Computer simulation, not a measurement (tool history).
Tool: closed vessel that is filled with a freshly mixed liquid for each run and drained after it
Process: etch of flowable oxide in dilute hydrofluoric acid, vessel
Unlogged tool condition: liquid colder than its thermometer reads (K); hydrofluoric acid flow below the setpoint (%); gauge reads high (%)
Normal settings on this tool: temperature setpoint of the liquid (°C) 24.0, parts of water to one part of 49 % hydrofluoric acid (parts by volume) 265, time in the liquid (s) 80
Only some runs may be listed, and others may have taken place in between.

| run | hour | temperature setpoint of the liquid (°C) | parts of water to one part of 49 % hydrofluoric acid (parts by volume) | time in the liquid (s) | wafers since the last listed run | hours since the thermometer was replaced | hours since the hydrofluoric acid flow meter was replaced | hours since the gauge calibration | read-back film thickness of the flowable oxide reference wafer, read on the same gauge (nm) | thickness taken off the flowable oxide on a monitor wafer (angstrom) |
|---|---|---|---|---|---|---|---|---|---|---|
| 1 | 0.0 | 24.0 | 265 | 80 | 0 | 693.4 | 227.0 | 259.7 | 150.02 | 123.4 |
| 2 | 123.5 | 24.0 | 265 | 80 | 9479 | 816.9 | 350.5 | 383.2 | 150.04 | 121.2 |
| 3 | 174.5 | 21.5 | 265 | 80 | 3914 | 867.9 | 401.5 | 434.2 | 149.99 | 109.7 |
| 4 | 236.2 | 21.5 | 265 | 80 | 4735 | 929.6 | 463.2 | 495.9 | 149.98 | 108.9 |
| 5 | 261.0 | 21.5 | 265 | 80 | 1903 | 954.4 | 488.0 | 520.7 | 149.98 | 108.4 |
| 6 | 320.7 | 24.0 | 265 | 80 | 4582 | 1014.1 | 547.7 | 580.4 | 149.99 | 119.1 |
|  | 326.2 | hydrofluoric acid flow meter replaced |
| 7 | 382.1 | 24.0 | 265 | 80 | 4635 | 1075.5 | 55.9 | 641.8 | 150.02 | 112.0 |
| 8 | 418.0 | 24.0 | 265 | 65 | 2755 | 1111.4 | 91.8 | 677.7 | 150.03 | 90.7 |
| 9 | 443.0 | 24.0 | 265 | 65 | 1918 | 1136.4 | 116.8 | 702.7 | 150.01 | 90.3 |
| 10 | 503.8 | 24.0 | 265 | 80 | 4666 | 1197.2 | 177.6 | 763.5 | 150.05 | 110.0 |
|  | 510.3 | gauge calibrated |
| 11 | 560.1 | 24.0 | 265 | 100 | 4321 | 1253.5 | 233.9 | 49.8 | 150.02 | 136.9 |
|  | 581.2 | hydrofluoric acid flow meter replaced, repeated, since the last time left the tool worse |
| 12 | 586.1 | 24.0 | 265 | 105 | 1918 | 1279.5 | 4.9 | 75.8 | 149.97 | 164.0 |
| 13 | 642.8 | 24.0 | 265 | 105 | 4351 | 1336.2 | 61.6 | 132.5 | 149.99 | 163.4 |
| 14 | 712.5 | 27.5 | 220 | 45 | 5349 | 1405.9 | 131.3 | 202.2 | 149.96 | 99.5 |
| 15 | 814.8 | 24.0 | 265 | 55 | 7851 | 1508.2 | 233.6 | 304.5 | 150.01 | 83.6 |
| 16 | 842.0 | 24.0 | 265 | 80 | 2087 | 1535.4 | 260.8 | 331.7 | 150.00 | 122.4 |
| 17 | 874.6 | 20.5 | 165 | 115 | 2502 | 1568.0 | 293.4 | 364.3 | 149.97 | 275.4 |
| 18 | 900.0 | 21.5 | 145 | 110 | 1949 | 1593.4 | 318.8 | 389.7 | 150.01 | 317.7 |
| 19 | 929.6 | 24.0 | 300 | 110 | 2271 | 1623.0 | 348.4 | 419.3 | 150.00 | 142.5 |
| 20 | 967.8 | 27.0 | 185 | 40 | 2932 | 1661.2 | 386.6 | 457.5 | 150.00 | 104.5 |
|  | 968.9 | thermometer replaced |
| 21 | 1032.2 | 24.0 | 360 | 100 | 4866 | 63.3 | 451.0 | 521.9 | 149.98 | 100.8 |
| 22 | 1086.8 | 24.0 | 315 | 100 | 4190 | 117.9 | 505.6 | 576.5 | 150.01 | 118.8 |
| 23 | 1147.9 | 24.0 | 265 | 80 | 4689 | 179.0 | 566.7 | 637.6 | 150.05 | 117.3 |
| 24 | 1189.3 | 20.0 | 220 | 105 | 3177 | 220.4 | 608.1 | 679.0 | 150.00 | 168.3 |
|  | 1204.2 | hydrofluoric acid flow meter replaced |
|  | 1222.7 | gauge calibrated |
| 25 | 1246.1 | 27.0 | 200 | 30 | 4282 | 277.2 | 41.9 | 23.4 | 150.00 | 74.1 |
| 26 | 1270.8 | 24.0 | 265 | 80 | 1895 | 301.9 | 66.6 | 48.1 | 150.02 | 123.9 |
| 27 | 1315.1 | 27.0 | 160 | 80 | 3400 | 346.2 | 110.9 | 92.4 | 150.00 | 257.4 |

Consider 5 possible next runs. They are alternatives, not a sequence: every one starts from the tool as it was left by run 27. What does each give?
| A | 1315.8 | 24.0 | 140 | 80 | 53 | 346.9 | 111.6 | 93.1 | ? | ? |
| B | 1315.8 | 20.5 | 265 | 80 | 53 | 346.9 | 111.6 | 93.1 | ? | ? |
| C | 1315.8 | 19.0 | 265 | 100 | 53 | 346.9 | 111.6 | 93.1 | ? | ? |
| D | 1315.8 | 28.5 | 195 | 80 | 53 | 346.9 | 111.6 | 93.1 | ? | ? |
| E | 1315.8 | 27.5 | 305 | 110 | 53 | 346.9 | 111.6 | 93.1 | ? | ? |

| run | read-back film thickness of the flowable oxide reference wafer, read on the same gauge (nm) | thickness taken off the flowable oxide on a monitor wafer (angstrom) |
|---|---|---|
| A | 150.00 | 269.9 |
| B | 150.00 | 109.7 |
| C | 150.00 | 129.7 |
| D | 150.00 | 214.3 |
| E | 150.00 | 160.9 |
With no hidden state in the tool, these same runs would have given:
| run | thickness taken off the flowable oxide on a monitor wafer (angstrom) |
|---|---|
| A | 273.8 |
| B | 111.4 |
| C | 131.6 |
| D | 217.5 |
| E | 163.5 |
